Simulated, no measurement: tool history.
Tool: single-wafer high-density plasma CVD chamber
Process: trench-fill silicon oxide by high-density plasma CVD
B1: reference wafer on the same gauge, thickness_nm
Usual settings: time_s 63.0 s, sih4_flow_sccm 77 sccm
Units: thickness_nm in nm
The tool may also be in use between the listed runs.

run 1 hour=0.0 | time_s=63.0 sih4_flow_sccm=77 | B1=558.313 | thickness_nm=505.193
run 2 hour=32.1 | time_s=63.0 sih4_flow_sccm=77 | B1=557.944 | thickness_nm=513.050
run 3 hour=44.6 | time_s=63.0 sih4_flow_sccm=77 | B1=559.025 | thickness_nm=511.277
run 4 hour=60.5 | time_s=63.0 sih4_flow_sccm=70 | B1=558.795 | thickness_nm=465.740
run 5 hour=85.8 | time_s=63.0 sih4_flow_sccm=70 | B1=559.582 | thickness_nm=465.961
run 6 hour=110.3 | time_s=63.0 sih4_flow_sccm=77 | B1=559.552 | thickness_nm=516.988
run 7 hour=138.0 | time_s=63.0 sih4_flow_sccm=77 | B1=558.998 | thickness_nm=509.384
run 8 hour=162.0 | time_s=63.0 sih4_flow_sccm=77 | B1=558.166 | thickness_nm=510.639
run 9 hour=177.0 | time_s=63.0 sih4_flow_sccm=77 | B1=557.167 | thickness_nm=515.895
run 10 hour=201.7 | time_s=63.0 sih4_flow_sccm=77 | B1=560.198 | thickness_nm=516.324
run 11 hour=223.5 | time_s=65.9 sih4_flow_sccm=77 | B1=560.048 | thickness_nm=537.821
run 12 hour=253.2 | time_s=63.0 sih4_flow_sccm=74 | B1=559.670 | thickness_nm=494.096
run 13 hour=276.9 | time_s=63.0 sih4_flow_sccm=74 | B1=560.354 | thickness_nm=494.954
run 14 hour=296.4 | time_s=63.0 sih4_flow_sccm=77 | B1=558.762 | thickness_nm=512.601
run 15 hour=309.1 | time_s=63.0 sih4_flow_sccm=77 | B1=558.789 | thickness_nm=508.681
run 16 hour=341.9 | time_s=63.0 sih4_flow_sccm=77 | B1=559.852 | thickness_nm=508.500
run 17 hour=369.3 | time_s=67.7 sih4_flow_sccm=68 | B1=558.757 | thickness_nm=484.714
run 18 hour=383.4 | time_s=63.0 sih4_flow_sccm=77 | B1=558.781 | thickness_nm=514.824
run 19 hour=413.6 | time_s=63.0 sih4_flow_sccm=77 | B1=558.935 | thickness_nm=514.833
run 20 hour=437.6 | time_s=51.8 sih4_flow_sccm=77 | B1=558.579 | thickness_nm=426.287
run 21 hour=456.4 | time_s=53.5 sih4_flow_sccm=88 | B1=559.138 | thickness_nm=491.863
run 22 hour=472.8 | time_s=53.8 sih4_flow_sccm=90 | B1=559.243 | thickness_nm=515.926
run 23 hour=504.8 | time_s=63.0 sih4_flow_sccm=77 | B1=559.101 | thickness_nm=517.354
run 24 hour=531.8 | time_s=71.3 sih4_flow_sccm=85 | B1=559.491 | thickness_nm=642.627
run 25 hour=551.9 | time_s=59.5 sih4_flow_sccm=84 | B1=558.567 | thickness_nm=530.360
run 26 hour=567.0 | time_s=57.8 sih4_flow_sccm=77 | B1=558.289 | thickness_nm=470.591
run 27 hour=580.1 | time_s=53.5 sih4_flow_sccm=88 | B1=559.643 | thickness_nm=498.698
run 28 hour=610.3 | time_s=50.4 sih4_flow_sccm=65 | B1=557.805 | thickness_nm=343.056
run 29 hour=629.1 | time_s=70.3 sih4_flow_sccm=64 | B1=558.849 | thickness_nm=476.209
run 30 hour=661.6 | time_s=68.6 sih4_flow_sccm=86 | B1=558.686 | thickness_nm=622.850
run 31 hour=680.6 | time_s=68.6 sih4_flow_sccm=86 | B1=558.566 | thickness_nm=617.449
run 32 hour=740.8 | time_s=70.1 sih4_flow_sccm=63 | B1=558.992 | thickness_nm=465.143

Taken out of this log: 2 entries between the listed runs. Where each belongs, and how the hidden state differs across it:
Between runs 12 and 13: silane flow controller replaced (hour 265.3)
  no hidden state differs between the two runs
Between runs 26 and 27: gauge calibrated (hour 572.6)
  no hidden state differs between the two runs

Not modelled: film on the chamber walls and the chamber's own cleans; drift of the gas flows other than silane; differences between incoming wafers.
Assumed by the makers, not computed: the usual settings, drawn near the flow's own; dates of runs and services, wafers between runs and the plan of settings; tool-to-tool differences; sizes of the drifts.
